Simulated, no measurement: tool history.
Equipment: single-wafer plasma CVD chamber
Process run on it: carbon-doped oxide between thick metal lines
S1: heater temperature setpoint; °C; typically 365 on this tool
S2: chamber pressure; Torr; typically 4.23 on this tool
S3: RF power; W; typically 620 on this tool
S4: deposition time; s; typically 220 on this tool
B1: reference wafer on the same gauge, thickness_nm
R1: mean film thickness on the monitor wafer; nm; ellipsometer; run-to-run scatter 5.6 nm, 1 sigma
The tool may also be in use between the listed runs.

run,hour,S1,S2,S3,S4,B1,R1
1,0.0,365,3.95,620,220,1140.342,1059.132
2,22.8,365,4.23,620,220,1137.584,1070.329
# hour 53.6: RF generator calibrated
3,54.1,365,4.23,620,220,1139.297,1105.554
4,82.1,365,4.23,620,220,1138.962,1107.555
5,112.1,365,4.23,620,220,1140.002,1104.506
6,129.6,365,4.23,620,220,1137.831,1103.613
7,163.3,365,4.23,620,220,1140.922,1099.747
8,178.6,365,4.23,620,220,1142.296,1093.015
9,230.6,365,3.21,660,184,1142.472,904.668
10,252.4,365,4.78,495,237,1140.745,1063.280
# hour 291.1: capacitance manometer re-zeroed and calibrated
11,291.6,361,4.74,700,205,1139.257,1114.205
# hour 303.4: showerhead replaced, of another model than before
# hour 318.0: thermocouple changed; heater temperature recalibrated
12,318.5,365,4.23,620,220,1140.764,1080.517
13,339.4,365,4.23,620,220,1139.759,1069.964
14,371.4,365,4.23,510,255,1139.527,1066.103
15,399.1,371,4.68,620,247,1137.770,1203.682
16,415.3,365,3.40,545,220,1140.402,953.367
# hour 431.1: gauge calibrated
17,450.6,365,4.23,620,220,1139.207,1070.203
18,471.4,355,4.87,555,202,1141.755,931.698
19,489.9,379,4.23,565,220,1140.766,961.154
20,523.8,355,3.90,530,251,1140.178,1086.973
21,547.0,365,4.23,525,258,1139.824,1093.387
22,562.9,365,4.23,620,178,1140.959,863.801
23,583.7,365,4.23,540,196,1140.757,854.503
24,641.3,361,4.23,550,220,1140.085,983.388
25,659.5,375,3.37,710,220,1141.212,1129.141
26,684.6,365,4.23,620,220,1139.435,1066.077
27,717.7,361,4.23,680,220,1142.030,1140.402

Difference, measured minus no-hidden-state, one row per run. Run-to-run variation is common to both terms; the gauge's own scatter need not be:
The hidden state here: wafer temperature above the value expected at the setpoint (K); delivered RF power above the setpoint (%); true pressure above the setpoint (%); gauge reads high (%).
run,R1
1,-38.594
2,-39.107
3,-2.398
4,-5.582
5,-8.686
6,-10.375
7,-13.353
8,-14.534
9,-15.137
10,-20.047
11,-22.037
12,-33.844
13,-35.040
14,-39.126
15,-43.766
16,-36.747
17,-41.723
18,-38.423
19,-40.343
20,-47.996
21,-49.437
22,-37.534
23,-39.296
24,-46.606
25,-50.674
26,-49.910
27,-52.881

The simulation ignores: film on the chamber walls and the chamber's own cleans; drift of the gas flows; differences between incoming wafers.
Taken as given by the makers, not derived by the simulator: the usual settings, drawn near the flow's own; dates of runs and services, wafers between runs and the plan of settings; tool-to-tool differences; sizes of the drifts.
